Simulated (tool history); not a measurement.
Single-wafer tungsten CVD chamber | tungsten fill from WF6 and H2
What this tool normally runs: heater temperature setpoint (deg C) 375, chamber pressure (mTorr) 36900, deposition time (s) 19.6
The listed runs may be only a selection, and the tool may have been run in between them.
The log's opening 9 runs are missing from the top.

run,hour,heater temperature setpoint (deg C),chamber pressure (mTorr),deposition time (s),"read-back reference wafer on the same gauge, thickness_nm",mean film thickness on the monitor wafer (nm)
10,191.5,375,36900,16.7,39.602,31.314
11,217.5,375,36900,16.7,39.595,31.389
12,229.7,375,34900,19.6,39.612,35.283
# hour 295: thermocouple changed; heater temperature recalibrated
13,309.1,375,34900,19.6,39.573,33.708
14,326.9,375,34900,19.6,39.601,33.411
15,356,375,36900,19.6,39.556,34.556
16,382.9,375,36900,19.6,39.611,34.503
# hour 404.3: showerhead replaced
17,410.3,375,36900,19.6,39.612,34.207
18,445.3,375,36900,19.6,39.591,33.974
# hour 455.6: thermocouple changed; heater temperature recalibrated, repeated, since the last time left the tool worse
19,481,382,29500,19.6,39.605,39.304
20,503.8,375,36900,19.6,39.618,39.858
21,527.9,363,41100,16.3,39.597,27.772
22,541.5,390,29700,22.2,39.601,51.4
23,572.1,375,36900,16.5,39.606,33.139
# hour 608: capacitance manometer re-zeroed and calibrated
24,608.5,364,36900,16.2,39.617,26.035
# hour 612.9: gauge calibrated
25,629.5,375,40400,22.7,39.608,48.216
26,651.6,381,44700,20.7,39.596,52.143
27,685.6,375,36900,16,39.585,31.895
28,710.2,363,36900,16.5,39.549,25.881
29,731.1,383,36900,22.8,39.606,52.717
30,755.5,387,36900,21.3,39.591,52.964
31,769.6,375,36900,16.3,39.597,32.31
32,794.2,375,36900,19.6,39.577,38.643
33,816.9,364,33200,20.6,39.634,30.227
34,841.7,375,36900,23.3,39.582,45.777

4 options for the next run, each taken on its own from the tool as it stands now. Forecast them:
A,842.1,375,36900,19.6,?,?
B,842.1,379,39900,22.5,?,?
C,842.1,380,36900,19.6,?,?
D,842.1,366,40100,19.6,?,?

run,"read-back reference wafer on the same gauge, thickness_nm",mean film thickness on the monitor wafer (nm)
A,39.569,38.552
B,39.569,50.268
C,39.569,42.497
D,39.569,33.901
Without the tool's hidden state the same runs would have given:
run,mean film thickness on the monitor wafer (nm)
A,39.791
B,51.865
C,43.842
D,35.035
